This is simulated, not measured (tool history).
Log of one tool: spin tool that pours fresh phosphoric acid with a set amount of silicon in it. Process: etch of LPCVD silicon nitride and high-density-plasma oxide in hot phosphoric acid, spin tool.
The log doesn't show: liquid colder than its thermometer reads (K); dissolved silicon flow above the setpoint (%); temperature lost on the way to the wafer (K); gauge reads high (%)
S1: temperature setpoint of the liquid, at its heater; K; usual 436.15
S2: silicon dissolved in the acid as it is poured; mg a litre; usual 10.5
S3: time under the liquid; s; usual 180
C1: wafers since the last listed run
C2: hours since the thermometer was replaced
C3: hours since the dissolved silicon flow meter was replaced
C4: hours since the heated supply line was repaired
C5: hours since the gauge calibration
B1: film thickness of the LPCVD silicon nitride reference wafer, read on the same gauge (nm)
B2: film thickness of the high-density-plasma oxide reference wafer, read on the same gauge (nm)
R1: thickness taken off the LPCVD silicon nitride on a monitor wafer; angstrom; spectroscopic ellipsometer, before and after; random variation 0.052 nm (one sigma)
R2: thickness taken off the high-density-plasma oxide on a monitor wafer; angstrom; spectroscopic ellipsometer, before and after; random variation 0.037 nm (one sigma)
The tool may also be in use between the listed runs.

run 1 hour=0.0 | S1=437.65 S2=10.5 S3=100 | C1=0 C2=188.6 C3=2386.7 C4=2707.2 C5=1206.7 | B1=141.09 B2=141.087 | R1=100.1 R2=5.40
-- hour=32.8 heated supply line repaired
-- hour=70.6 dissolved silicon flow meter replaced
run 2 hour=92.5 | S1=436.15 S2=10.5 S3=285 | C1=828 C2=281.1 C3=21.9 C4=59.7 C5=1299.2 | B1=141.30 B2=141.316 | R1=270.6 R2=13.97
-- hour=145.7 gauge calibrated
run 3 hour=194.0 | S1=433.65 S2=5.5 S3=215 | C1=928 C2=382.6 C3=123.4 C4=161.2 C5=48.3 | B1=139.78 B2=139.785 | R1=185.7 R2=9.24
run 4 hour=300.8 | S1=434.65 S2=5.5 S3=180 | C1=977 C2=489.4 C3=230.2 C4=268.0 C5=155.1 | B1=139.80 B2=139.808 | R1=160.6 R2=9.17
run 5 hour=353.8 | S1=436.15 S2=10.5 S3=180 | C1=485 C2=542.4 C3=283.2 C4=321.0 C5=208.1 | B1=139.81 B2=139.812 | R1=169.4 R2=8.52
run 6 hour=457.5 | S1=434.65 S2=16.0 S3=180 | C1=948 C2=646.1 C3=386.9 C4=424.7 C5=311.8 | B1=139.85 B2=139.849 | R1=160.7 R2=7.14
run 7 hour=530.1 | S1=438.65 S2=7.5 S3=275 | C1=664 C2=718.7 C3=459.5 C4=497.3 C5=384.4 | B1=139.92 B2=139.935 | R1=279.7 R2=16.48
run 8 hour=595.2 | S1=436.15 S2=10.5 S3=270 | C1=595 C2=783.8 C3=524.6 C4=562.4 C5=449.5 | B1=139.99 B2=139.953 | R1=254.1 R2=13.74
run 9 hour=641.9 | S1=437.65 S2=4.0 S3=230 | C1=427 C2=830.5 C3=571.3 C4=609.1 C5=496.2 | B1=140.02 B2=140.029 | R1=226.6 R2=14.22
run 10 hour=707.5 | S1=436.15 S2=4.0 S3=180 | C1=600 C2=896.1 C3=636.9 C4=674.7 C5=561.8 | B1=140.08 B2=140.081 | R1=169.4 R2=9.26
run 11 hour=804.4 | S1=438.65 S2=7.0 S3=280 | C1=886 C2=993.0 C3=733.8 C4=771.6 C5=658.7 | B1=140.22 B2=140.221 | R1=286.2 R2=18.33
-- hour=869.0 thermometer replaced
run 12 hour=890.5 | S1=436.15 S2=10.5 S3=180 | C1=778 C2=21.5 C3=819.9 C4=857.7 C5=744.8 | B1=140.33 B2=140.322 | R1=170.1 R2=8.80
run 13 hour=969.3 | S1=434.65 S2=18.0 S3=125 | C1=721 C2=100.3 C3=898.7 C4=936.5 C5=823.6 | B1=140.45 B2=140.444 | R1=112.0 R2=4.08
run 14 hour=1062.9 | S1=436.15 S2=10.5 S3=180 | C1=856 C2=193.9 C3=992.3 C4=1030.1 C5=917.2 | B1=140.62 B2=140.605 | R1=170.1 R2=8.49
run 15 hour=1214.7 | S1=436.15 S2=10.5 S3=180 | C1=1389 C2=345.7 C3=1144.1 C4=1181.9 C5=1069.0 | B1=140.92 B2=140.921 | R1=170.5 R2=8.40
run 16 hour=1266.8 | S1=436.15 S2=10.5 S3=240 | C1=476 C2=397.8 C3=1196.2 C4=1234.0 C5=1121.1 | B1=141.03 B2=141.034 | R1=228.1 R2=11.44
run 17 hour=1305.3 | S1=434.65 S2=15.5 S3=180 | C1=352 C2=436.3 C3=1234.7 C4=1272.5 C5=1159.6 | B1=141.11 B2=141.125 | R1=161.5 R2=6.74
run 18 hour=1345.2 | S1=433.65 S2=2.5 S3=180 | C1=365 C2=476.2 C3=1274.6 C4=1312.4 C5=1199.5 | B1=141.20 B2=141.223 | R1=157.4 R2=8.76
run 19 hour=1421.7 | S1=434.15 S2=14.0 S3=180 | C1=700 C2=552.7 C3=1351.1 C4=1388.9 C5=1276.0 | B1=141.42 B2=141.381 | R1=160.6 R2=6.66
run 20 hour=1521.9 | S1=436.15 S2=10.5 S3=180 | C1=916 C2=652.9 C3=1451.3 C4=1489.1 C5=1376.2 | B1=141.69 B2=141.689 | R1=171.0 R2=9.60

Forecast each of these 5 alternatives for the next run:
run A hour=1522.4 | S1=436.15 S2=10.5 S3=180 | C1=4 C2=653.4 C3=1451.8 C4=1489.6 C5=1376.7 | B1=? B2=? | R1=? R2=?
run B hour=1522.4 | S1=437.65 S2=10.5 S3=180 | C1=4 C2=653.4 C3=1451.8 C4=1489.6 C5=1376.7 | B1=? B2=? | R1=? R2=?
run C hour=1522.4 | S1=434.15 S2=17.5 S3=105 | C1=4 C2=653.4 C3=1451.8 C4=1489.6 C5=1376.7 | B1=? B2=? | R1=? R2=?
run D hour=1522.4 | S1=434.15 S2=18.0 S3=130 | C1=4 C2=653.4 C3=1451.8 C4=1489.6 C5=1376.7 | B1=? B2=? | R1=? R2=?
run E hour=1522.4 | S1=436.15 S2=10.5 S3=110 | C1=4 C2=653.4 C3=1451.8 C4=1489.6 C5=1376.7 | B1=? B2=? | R1=? R2=?

run=A B1=141.68 B2=141.653 R1=171.7 R2=8.39
run=B B1=141.68 B2=141.653 R1=180.4 R2=9.36
run=C B1=141.68 B2=141.653 R1=93.7 R2=3.56
run=D B1=141.68 B2=141.653 R1=116.0 R2=4.35
run=E B1=141.68 B2=141.653 R1=104.9 R2=5.13
Without the tool's hidden state the same runs would have given:
run=A R1=169.7 R2=8.29
run=B R1=178.3 R2=9.25
run=C R1=92.6 R2=3.52
run=D R1=114.7 R2=4.30
run=E R1=103.7 R2=5.07
